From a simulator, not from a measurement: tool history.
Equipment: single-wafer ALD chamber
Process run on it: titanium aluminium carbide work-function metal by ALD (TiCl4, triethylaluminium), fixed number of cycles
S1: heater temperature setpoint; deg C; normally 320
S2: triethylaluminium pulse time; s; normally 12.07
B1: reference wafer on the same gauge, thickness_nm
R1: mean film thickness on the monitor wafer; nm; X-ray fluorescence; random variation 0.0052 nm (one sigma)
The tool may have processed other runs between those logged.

{"run": 1, "hour": 0.0, "S1": 320, "S2": 8.82, "B1": 2.378, "R1": 1.967}
{"run": 2, "hour": 113.1, "S1": 320, "S2": 8.82, "B1": 2.382, "R1": 1.954}
{"run": 3, "hour": 157.9, "S1": 320, "S2": 8.82, "B1": 2.382, "R1": 1.956}
{"run": 4, "hour": 220.0, "S1": 320, "S2": 12.07, "B1": 2.377, "R1": 2.06}
{"run": 5, "hour": 307.5, "S1": 320, "S2": 12.07, "B1": 2.381, "R1": 2.051}
{"run": 6, "hour": 381.5, "S1": 320, "S2": 12.07, "B1": 2.382, "R1": 2.049}
{"run": 7, "hour": 452.6, "S1": 320, "S2": 15.42, "B1": 2.379, "R1": 2.07}
{"run": 8, "hour": 491.6, "S1": 320, "S2": 12.07, "B1": 2.383, "R1": 2.038}
{"run": 9, "hour": 599.1, "S1": 320, "S2": 12.07, "B1": 2.382, "R1": 2.023}
{"hour": 607.7, "done": "thermocouple changed; heater temperature recalibrated"}
{"run": 10, "hour": 651.9, "S1": 320, "S2": 12.07, "B1": 2.383, "R1": 2.066}
{"run": 11, "hour": 694.2, "S1": 320, "S2": 12.07, "B1": 2.38, "R1": 2.051}
{"run": 12, "hour": 761.9, "S1": 320, "S2": 12.07, "B1": 2.38, "R1": 2.055}
{"run": 13, "hour": 811.8, "S1": 324, "S2": 12.07, "B1": 2.382, "R1": 2.094}
{"run": 14, "hour": 915.5, "S1": 325, "S2": 9.22, "B1": 2.38, "R1": 1.996}
{"run": 15, "hour": 982.8, "S1": 320, "S2": 12.07, "B1": 2.378, "R1": 2.05}
{"run": 16, "hour": 1051.8, "S1": 310, "S2": 13.84, "B1": 2.379, "R1": 1.962}
{"run": 17, "hour": 1123.5, "S1": 314, "S2": 15.17, "B1": 2.38, "R1": 2.013}
{"hour": 1135.3, "done": "triethylaluminium bottle replaced"}
{"run": 18, "hour": 1221.5, "S1": 316, "S2": 14.27, "B1": 2.379, "R1": 2.031}
{"run": 19, "hour": 1279.3, "S1": 308, "S2": 7.57, "B1": 2.38, "R1": 1.746}
{"run": 20, "hour": 1344.1, "S1": 331, "S2": 10.71, "B1": 2.38, "R1": 2.114}
{"hour": 1429.1, "done": "showerhead replaced"}
{"run": 21, "hour": 1435.8, "S1": 320, "S2": 12.07, "B1": 2.379, "R1": 2.05}
{"run": 22, "hour": 1482.1, "S1": 320, "S2": 12.07, "B1": 2.378, "R1": 2.034}
{"hour": 1495.2, "done": "gauge calibrated"}
{"run": 23, "hour": 1583.0, "S1": 314, "S2": 9.59, "B1": 2.378, "R1": 1.901}
{"run": 24, "hour": 1687.3, "S1": 320, "S2": 12.07, "B1": 2.379, "R1": 2.019}
{"run": 25, "hour": 1762.9, "S1": 320, "S2": 12.07, "B1": 2.379, "R1": 2.017}
{"hour": 1846.8, "done": "thermocouple changed; heater temperature recalibrated"}
{"run": 26, "hour": 1871.8, "S1": 333, "S2": 9.63, "B1": 2.38, "R1": 2.122}
{"run": 27, "hour": 1965.9, "S1": 309, "S2": 8.97, "B1": 2.379, "R1": 1.857}

3 ways to go on from here, each from the tool as it stands after run 27. What would each give?
{"run": "A", "hour": 1966.3, "S1": 327, "S2": 12.07, "B1": "?", "R1": "?"}
{"run": "B", "hour": 1966.3, "S1": 325, "S2": 16.47, "B1": "?", "R1": "?"}
{"run": "C", "hour": 1966.3, "S1": 325, "S2": 8.39, "B1": "?", "R1": "?"}

run=A B1=2.383 R1=2.141
run=B B1=2.383 R1=2.162
run=C B1=2.383 R1=1.964
Without the tool's unlogged condition, the same runs would have read:
run=A R1=2.15
run=B R1=2.159
run=C R1=2.001
